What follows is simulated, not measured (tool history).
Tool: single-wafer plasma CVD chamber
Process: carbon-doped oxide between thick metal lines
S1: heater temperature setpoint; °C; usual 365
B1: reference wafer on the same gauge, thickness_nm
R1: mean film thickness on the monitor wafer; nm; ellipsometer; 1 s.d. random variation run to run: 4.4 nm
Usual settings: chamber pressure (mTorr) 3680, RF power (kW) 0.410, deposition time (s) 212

run 1 hour=0.0 | S1=354 chamber_pressure_(mTorr)=3680 RF_power_(kW)=0.410 deposition_time_(s)=212 | B1=727.157 | R1=921.548
run 2 hour=39.7 | S1=365 chamber_pressure_(mTorr)=3680 RF_power_(kW)=0.450 deposition_time_(s)=212 | B1=726.130 | R1=959.912
run 3 hour=173.8 | S1=365 chamber_pressure_(mTorr)=3680 RF_power_(kW)=0.410 deposition_time_(s)=232 | B1=722.862 | R1=974.233
run 4 hour=210.2 | S1=365 chamber_pressure_(mTorr)=3680 RF_power_(kW)=0.410 deposition_time_(s)=232 | B1=722.282 | R1=978.427
run 5 hour=278.8 | S1=365 chamber_pressure_(mTorr)=3680 RF_power_(kW)=0.410 deposition_time_(s)=232 | B1=721.317 | R1=969.512
run 6 hour=305.7 | S1=365 chamber_pressure_(mTorr)=3430 RF_power_(kW)=0.410 deposition_time_(s)=212 | B1=722.399 | R1=885.791
run 7 hour=337.8 | S1=365 chamber_pressure_(mTorr)=3680 RF_power_(kW)=0.410 deposition_time_(s)=212 | B1=720.517 | R1=888.752
run 8 hour=389.1 | S1=365 chamber_pressure_(mTorr)=3680 RF_power_(kW)=0.410 deposition_time_(s)=212 | B1=720.535 | R1=884.467
run 9 hour=418.0 | S1=365 chamber_pressure_(mTorr)=3680 RF_power_(kW)=0.410 deposition_time_(s)=212 | B1=719.397 | R1=882.129
-- hour=443.2 showerhead replaced
run 10 hour=480.3 | S1=365 chamber_pressure_(mTorr)=3680 RF_power_(kW)=0.410 deposition_time_(s)=212 | B1=719.663 | R1=881.675
run 11 hour=520.4 | S1=365 chamber_pressure_(mTorr)=3680 RF_power_(kW)=0.410 deposition_time_(s)=212 | B1=719.115 | R1=885.792
-- hour=552.6 capacitance manometer re-zeroed and calibrated
run 12 hour=553.1 | S1=365 chamber_pressure_(mTorr)=3680 RF_power_(kW)=0.410 deposition_time_(s)=212 | B1=719.259 | R1=885.053
run 13 hour=582.5 | S1=365 chamber_pressure_(mTorr)=3680 RF_power_(kW)=0.410 deposition_time_(s)=212 | B1=719.509 | R1=888.864
run 14 hour=637.4 | S1=374 chamber_pressure_(mTorr)=3680 RF_power_(kW)=0.410 deposition_time_(s)=212 | B1=719.550 | R1=871.052
run 15 hour=681.5 | S1=352 chamber_pressure_(mTorr)=3350 RF_power_(kW)=0.445 deposition_time_(s)=233 | B1=718.431 | R1=1050.851
-- hour=743.5 thermocouple changed; heater temperature recalibrated
run 16 hour=744.0 | S1=351 chamber_pressure_(mTorr)=4460 RF_power_(kW)=0.350 deposition_time_(s)=233 | B1=719.376 | R1=915.462
run 17 hour=769.0 | S1=377 chamber_pressure_(mTorr)=4330 RF_power_(kW)=0.385 deposition_time_(s)=178 | B1=718.570 | R1=708.647
run 18 hour=794.6 | S1=365 chamber_pressure_(mTorr)=3680 RF_power_(kW)=0.410 deposition_time_(s)=212 | B1=717.828 | R1=890.911
run 19 hour=827.2 | S1=365 chamber_pressure_(mTorr)=3680 RF_power_(kW)=0.410 deposition_time_(s)=232 | B1=717.403 | R1=971.467
run 20 hour=852.4 | S1=365 chamber_pressure_(mTorr)=3680 RF_power_(kW)=0.440 deposition_time_(s)=212 | B1=718.804 | R1=929.884
-- hour=891.5 gauge calibrated
run 21 hour=900.2 | S1=361 chamber_pressure_(mTorr)=3680 RF_power_(kW)=0.410 deposition_time_(s)=230 | B1=738.087 | R1=994.919
run 22 hour=955.6 | S1=365 chamber_pressure_(mTorr)=3680 RF_power_(kW)=0.410 deposition_time_(s)=212 | B1=734.990 | R1=909.782
run 23 hour=1012.2 | S1=365 chamber_pressure_(mTorr)=2770 RF_power_(kW)=0.410 deposition_time_(s)=201 | B1=732.200 | R1=830.135
-- hour=1036.7 RF generator calibrated
run 24 hour=1074.5 | S1=365 chamber_pressure_(mTorr)=3680 RF_power_(kW)=0.410 deposition_time_(s)=212 | B1=730.400 | R1=900.903
run 25 hour=1285.0 | S1=371 chamber_pressure_(mTorr)=4150 RF_power_(kW)=0.455 deposition_time_(s)=181 | B1=725.945 | R1=828.097
run 26 hour=1346.9 | S1=354 chamber_pressure_(mTorr)=4300 RF_power_(kW)=0.410 deposition_time_(s)=212 | B1=724.989 | R1=934.712
run 27 hour=1379.4 | S1=357 chamber_pressure_(mTorr)=3210 RF_power_(kW)=0.335 deposition_time_(s)=212 | B1=723.146 | R1=771.583

For each run, what was the tool's unlogged condition?
wafer temperature above the value expected at the setpoint (K): 0 in every run
delivered RF power above the setpoint (%): 0 in every run
true pressure above the setpoint (%): 0 in every run
H1: gauge reads high (%)
run=1 H1=-1.57
run=2 H1=-1.69
run=3 H1=-2.02
run=4 H1=-2.1
run=5 H1=-2.21
run=6 H1=-2.26
run=7 H1=-2.3
run=8 H1=-2.37
run=9 H1=-2.4
run=10 H1=-2.46
run=11 H1=-2.5
run=12 H1=-2.52
run=13 H1=-2.55
run=14 H1=-2.58
run=15 H1=-2.61
run=16 H1=-2.64
run=17 H1=-2.65
run=18 H1=-2.66
run=19 H1=-2.68
run=20 H1=-2.69
run=21 H1=-0.0352
run=22 H1=-0.389
run=23 H1=-0.702
run=24 H1=-0.997
run=25 H1=-1.71
run=26 H1=-1.85
run=27 H1=-1.92

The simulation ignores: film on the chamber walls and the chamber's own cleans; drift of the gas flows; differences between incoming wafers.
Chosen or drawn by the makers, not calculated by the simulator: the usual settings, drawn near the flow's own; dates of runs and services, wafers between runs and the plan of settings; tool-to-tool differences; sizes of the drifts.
